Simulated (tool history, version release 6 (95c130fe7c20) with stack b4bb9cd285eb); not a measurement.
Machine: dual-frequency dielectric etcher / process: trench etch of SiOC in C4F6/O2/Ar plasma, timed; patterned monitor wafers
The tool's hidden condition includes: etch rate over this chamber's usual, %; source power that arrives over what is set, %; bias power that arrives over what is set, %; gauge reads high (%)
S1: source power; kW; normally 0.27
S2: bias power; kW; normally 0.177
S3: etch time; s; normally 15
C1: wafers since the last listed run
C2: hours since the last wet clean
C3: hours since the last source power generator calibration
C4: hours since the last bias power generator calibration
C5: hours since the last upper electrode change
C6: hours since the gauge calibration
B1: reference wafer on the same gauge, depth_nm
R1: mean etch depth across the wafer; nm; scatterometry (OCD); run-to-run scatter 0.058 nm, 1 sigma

{"run": 1, "hour": 0.0, "S1": 0.27, "S2": 0.177, "S3": 15, "C1": 0, "C2": 72, "C3": 2222.8, "C4": 4136.4, "C5": 60.5, "C6": 14.1, "B1": 20.8, "R1": 25.12}
{"run": 2, "hour": 23.8, "S1": 0.27, "S2": 0.177, "S3": 13, "C1": 518, "C2": 95.8, "C3": 2246.6, "C4": 4160.2, "C5": 84.3, "C6": 37.9, "B1": 20.8, "R1": 21.82}
{"run": 3, "hour": 34.6, "S1": 0.27, "S2": 0.177, "S3": 15, "C1": 235, "C2": 106.6, "C3": 2257.4, "C4": 4171, "C5": 95.1, "C6": 48.7, "B1": 20.8, "R1": 25.13}
{"run": 4, "hour": 44.3, "S1": 0.27, "S2": 0.177, "S3": 15, "C1": 211, "C2": 116.3, "C3": 2267.1, "C4": 4180.7, "C5": 104.8, "C6": 58.4, "B1": 20.81, "R1": 25.18}
{"run": 5, "hour": 52.1, "S1": 0.27, "S2": 0.177, "S3": 15, "C1": 169, "C2": 124.1, "C3": 2274.9, "C4": 4188.5, "C5": 112.6, "C6": 66.2, "B1": 20.8, "R1": 25.17}
{"run": 6, "hour": 60.9, "S1": 0.23, "S2": 0.177, "S3": 18, "C1": 191, "C2": 132.9, "C3": 2283.7, "C4": 4197.3, "C5": 121.4, "C6": 75, "B1": 20.81, "R1": 26.99}
{"run": 7, "hour": 68.8, "S1": 0.25, "S2": 0.177, "S3": 16.5, "C1": 172, "C2": 140.8, "C3": 2291.6, "C4": 4205.2, "C5": 129.3, "C6": 82.9, "B1": 20.82, "R1": 26.26}
{"hour": 80.3, "done": "bias power generator calibrated"}
{"run": 8, "hour": 85.8, "S1": 0.32, "S2": 0.16, "S3": 19.5, "C1": 283, "C2": 157.8, "C3": 2308.6, "C4": 5.5, "C5": 146.3, "C6": 99.9, "B1": 20.8, "R1": 34.32}
{"run": 9, "hour": 94.5, "S1": 0.24, "S2": 0.216, "S3": 11, "C1": 189, "C2": 166.5, "C3": 2317.3, "C4": 14.2, "C5": 155, "C6": 108.6, "B1": 20.8, "R1": 19.13}
{"run": 10, "hour": 104.5, "S1": 0.23, "S2": 0.205, "S3": 16.5, "C1": 217, "C2": 176.5, "C3": 2327.3, "C4": 24.2, "C5": 165, "C6": 118.6, "B1": 20.78, "R1": 27.1}
{"run": 11, "hour": 117.9, "S1": 0.27, "S2": 0.177, "S3": 15, "C1": 291, "C2": 189.9, "C3": 2340.7, "C4": 37.6, "C5": 178.4, "C6": 132, "B1": 20.81, "R1": 25.26}
{"run": 12, "hour": 126.5, "S1": 0.32, "S2": 0.205, "S3": 11, "C1": 187, "C2": 198.5, "C3": 2349.3, "C4": 46.2, "C5": 187, "C6": 140.6, "B1": 20.79, "R1": 22.44}
{"run": 13, "hour": 133.1, "S1": 0.22, "S2": 0.177, "S3": 15, "C1": 143, "C2": 205.1, "C3": 2355.9, "C4": 52.8, "C5": 193.6, "C6": 147.2, "B1": 20.78, "R1": 21.77}
{"hour": 145.1, "done": "source power generator calibrated"}
{"run": 14, "hour": 145.6, "S1": 0.31, "S2": 0.177, "S3": 15, "C1": 185, "C2": 217.6, "C3": 0.5, "C4": 65.3, "C5": 206.1, "C6": 159.7, "B1": 20.82, "R1": 27.57}
{"run": 15, "hour": 159.7, "S1": 0.27, "S2": 0.177, "S3": 14, "C1": 307, "C2": 231.7, "C3": 14.6, "C4": 79.4, "C5": 220.2, "C6": 173.8, "B1": 20.8, "R1": 23.54}
{"run": 16, "hour": 173.8, "S1": 0.27, "S2": 0.177, "S3": 15, "C1": 307, "C2": 245.8, "C3": 28.7, "C4": 93.5, "C5": 234.3, "C6": 187.9, "B1": 20.79, "R1": 25.18}
{"run": 17, "hour": 182.3, "S1": 0.24, "S2": 0.177, "S3": 15, "C1": 185, "C2": 254.3, "C3": 37.2, "C4": 102, "C5": 242.8, "C6": 196.4, "B1": 20.82, "R1": 23.23}
{"run": 18, "hour": 194.4, "S1": 0.22, "S2": 0.197, "S3": 19, "C1": 263, "C2": 266.4, "C3": 49.3, "C4": 114.1, "C5": 254.9, "C6": 208.5, "B1": 20.79, "R1": 29.38}
{"run": 19, "hour": 209.8, "S1": 0.27, "S2": 0.138, "S3": 15, "C1": 335, "C2": 281.8, "C3": 64.7, "C4": 129.5, "C5": 270.3, "C6": 223.9, "B1": 20.8, "R1": 21.51}
{"run": 20, "hour": 222.2, "S1": 0.27, "S2": 0.177, "S3": 15, "C1": 270, "C2": 294.2, "C3": 77.1, "C4": 141.9, "C5": 282.7, "C6": 236.3, "B1": 20.82, "R1": 25.26}
{"run": 21, "hour": 232.0, "S1": 0.27, "S2": 0.177, "S3": 17.5, "C1": 213, "C2": 304, "C3": 86.9, "C4": 151.7, "C5": 292.5, "C6": 246.1, "B1": 20.79, "R1": 29.5}
{"run": 22, "hour": 240.3, "S1": 0.27, "S2": 0.177, "S3": 15, "C1": 180, "C2": 312.3, "C3": 95.2, "C4": 160, "C5": 300.8, "C6": 254.4, "B1": 20.8, "R1": 25.26}
{"run": 23, "hour": 252.9, "S1": 0.27, "S2": 0.177, "S3": 15, "C1": 274, "C2": 324.9, "C3": 107.8, "C4": 172.6, "C5": 313.4, "C6": 267, "B1": 20.77, "R1": 25.23}
{"run": 24, "hour": 263.0, "S1": 0.31, "S2": 0.141, "S3": 15, "C1": 220, "C2": 335, "C3": 117.9, "C4": 182.7, "C5": 323.5, "C6": 277.1, "B1": 20.81, "R1": 23.89}
{"run": 25, "hour": 274.1, "S1": 0.27, "S2": 0.218, "S3": 15, "C1": 241, "C2": 346.1, "C3": 129, "C4": 193.8, "C5": 334.6, "C6": 288.2, "B1": 20.8, "R1": 28.63}
{"run": 26, "hour": 289.4, "S1": 0.22, "S2": 0.148, "S3": 15, "C1": 333, "C2": 361.4, "C3": 144.3, "C4": 209.1, "C5": 349.9, "C6": 303.5, "B1": 20.8, "R1": 19.36}
{"run": 27, "hour": 296.0, "S1": 0.32, "S2": 0.177, "S3": 17, "C1": 143, "C2": 368, "C3": 150.9, "C4": 215.7, "C5": 356.5, "C6": 310.1, "B1": 20.8, "R1": 32.13}
{"run": 28, "hour": 303.4, "S1": 0.27, "S2": 0.177, "S3": 15, "C1": 161, "C2": 375.4, "C3": 158.3, "C4": 223.1, "C5": 363.9, "C6": 317.5, "B1": 20.81, "R1": 25.38}
{"run": 29, "hour": 321.1, "S1": 0.27, "S2": 0.154, "S3": 11, "C1": 385, "C2": 393.1, "C3": 176, "C4": 240.8, "C5": 381.6, "C6": 335.2, "B1": 20.79, "R1": 17.07}
{"run": 30, "hour": 338.5, "S1": 0.27, "S2": 0.177, "S3": 11.5, "C1": 379, "C2": 410.5, "C3": 193.4, "C4": 258.2, "C5": 399, "C6": 352.6, "B1": 20.78, "R1": 19.46}

The logged runs with the hidden state left out (each run's random variation unchanged):
run=1 R1=25.11
run=2 R1=21.79
run=3 R1=25.1
run=4 R1=25.14
run=5 R1=25.12
run=6 R1=26.93
run=7 R1=26.2
run=8 R1=34.22
run=9 R1=19.07
run=10 R1=27.01
run=11 R1=25.16
run=12 R1=22.34
run=13 R1=21.67
run=14 R1=27.44
run=15 R1=23.42
run=16 R1=25.04
run=17 R1=23.09
run=18 R1=29.2
run=19 R1=21.36
run=20 R1=25.08
run=21 R1=29.29
run=22 R1=25.07
run=23 R1=25.03
run=24 R1=23.7
run=25 R1=28.38
run=26 R1=19.19
run=27 R1=31.84
run=28 R1=25.14
run=29 R1=16.9
run=30 R1=19.25
